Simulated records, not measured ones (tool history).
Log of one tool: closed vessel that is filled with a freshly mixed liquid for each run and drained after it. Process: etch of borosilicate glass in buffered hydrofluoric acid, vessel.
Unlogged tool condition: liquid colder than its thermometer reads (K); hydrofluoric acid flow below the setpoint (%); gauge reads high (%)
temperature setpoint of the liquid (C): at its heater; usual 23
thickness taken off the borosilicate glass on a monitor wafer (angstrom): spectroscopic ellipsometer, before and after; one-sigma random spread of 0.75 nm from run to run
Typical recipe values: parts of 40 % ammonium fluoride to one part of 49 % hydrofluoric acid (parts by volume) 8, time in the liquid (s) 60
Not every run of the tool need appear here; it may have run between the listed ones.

run    hour  temperature setpoint of the liquid (C)  parts of 40 % ammonium fluoride to one part of 49 % hydrofluoric acid (parts by volume)  time in the liquid (s)  wafers since the last listed run  hours since the thermometer was replaced  hours since the hydrofluoric acid flow meter was replaced  hours since the gauge calibration  read-back film thickness of the borosilicate glass reference wafer, read on the same gauge (nm)  thickness taken off the borosilicate glass on a monitor wafer (angstrom)
  1       0                                      23                                                                                        8                      60                                 0                                    2159.6                                                      242.7                              456.5                                                                                           150.05                                                                     779.2
  2    85.6                                      23                                                                                      9.5                      60                              7935                                    2245.2                                                      328.3                              542.1                                                                                           149.99                                                                     673.7
  3   126.2                                      23                                                                                      9.5                      60                              3763                                    2285.8                                                      368.9                              582.7                                                                                           149.95                                                                     664.1
  4   213.3                                      23                                                                                      9.5                      60                              8074                                    2372.9                                                        456                              669.8                                                                                           149.98                                                                     659.6
  5     308                                    26.5                                                                                      9.5                      60                              8779                                    2467.6                                                      550.7                              764.5                                                                                           150.02                                                                     798.5
  6   364.9                                    26.5                                                                                      9.5                      60                              5275                                    2524.5                                                      607.6                              821.4                                                                                              150                                                                     806.1
  7   426.2                                      23                                                                                        8                      60                              5682                                    2585.8                                                      668.9                              882.7                                                                                           150.02                                                                     769.5
  8   507.1                                      23                                                                                        8                      60                              7500                                    2666.7                                                      749.8                              963.6                                                                                           149.98                                                                     752.2
  9   574.9                                      21                                                                                      5.5                      60                              6285                                    2734.5                                                      817.6                             1031.4                                                                                           149.97                                                                     988.5
 10   655.8                                      21                                                                                      5.5                      60                              7500                                    2815.4                                                      898.5                             1112.3                                                                                           150.06                                                                     992.9
 11   755.2                                      23                                                                                        8                      60                              9215                                    2914.8                                                      997.9                             1211.7                                                                                           150.04                                                                     740.9
      769.5  -- hydrofluoric acid flow meter replaced
 12   827.4                                    26.5                                                                                      5.5                      60                              6600                                      2987                                                       57.9                             1283.9                                                                                           150.01                                                                    1391.8
      938.9  -- thermometer replaced
 13  1055.1                                    19.5                                                                                        6                      50                             21016                                     116.2                                                      285.6                             1511.6                                                                                           150.02                                                                     720.5
     1129.9  -- gauge calibrated
 14  1130.3                                    25.5                                                                                        5                      40                              6971                                     191.4                                                      360.8                                0.4                                                                                           149.98                                                                     928.9
 15  1216.7                                      25                                                                                        5                      45                              8009                                     277.8                                                      447.2                               86.8                                                                                           150.05                                                                      1026
 16  1270.3                                      23                                                                                        8                      70                              4969                                     331.4                                                      500.8                              140.4                                                                                              150                                                                     911.6
 17  1362.4                                      23                                                                                      6.5                      40                              8538                                     423.5                                                      592.9                              232.5                                                                                           150.04                                                                       640
 18  1441.4                                    19.5                                                                                        6                      50                              7323                                     502.5                                                      671.9                              311.5                                                                                           150.01                                                                     710.1
 19  1541.2                                      23                                                                                        9                      60                              9252                                     602.3                                                      771.7                              411.3                                                                                           150.01                                                                     686.2
 20  1595.1                                      23                                                                                        9                      60                              4996                                     656.2                                                      825.6                              465.2                                                                                           150.03                                                                     685.7

Selected run-to-run steps in thickness taken off the borosilicate glass on a monitor wafer (angstrom), each split into two signed amounts: the part the tool would show with no hidden state at all (from settings, incoming material and random variation), and the remainder, which goes to the hidden state together with any gauge scatter not common to the measured and the hidden-state-free results:
Run 6 -> 7: temperature setpoint of the liquid (C) 26.5 -> 23, parts of 40 % ammonium fluoride to one part of 49 % hydrofluoric acid (parts by volume) 9.5 -> 8. thickness taken off the borosilicate glass on a monitor wafer (angstrom) -36.6: hidden state -16.1, all else -20.5.
Run 11 -> 12: temperature setpoint of the liquid (C) 23 -> 26.5, parts of 40 % ammonium fluoride to one part of 49 % hydrofluoric acid (parts by volume) 8 -> 5.5, hydrofluoric acid flow meter replaced. thickness taken off the borosilicate glass on a monitor wafer (angstrom) +650.9: hidden state +39.5, all else +611.4.
Run 12 -> 13: temperature setpoint of the liquid (C) 26.5 -> 19.5, parts of 40 % ammonium fluoride to one part of 49 % hydrofluoric acid (parts by volume) 5.5 -> 6, time in the liquid (s) 60 -> 50, thermometer replaced. thickness taken off the borosilicate glass on a monitor wafer (angstrom) -671.3: hidden state -2.9, all else -668.4.

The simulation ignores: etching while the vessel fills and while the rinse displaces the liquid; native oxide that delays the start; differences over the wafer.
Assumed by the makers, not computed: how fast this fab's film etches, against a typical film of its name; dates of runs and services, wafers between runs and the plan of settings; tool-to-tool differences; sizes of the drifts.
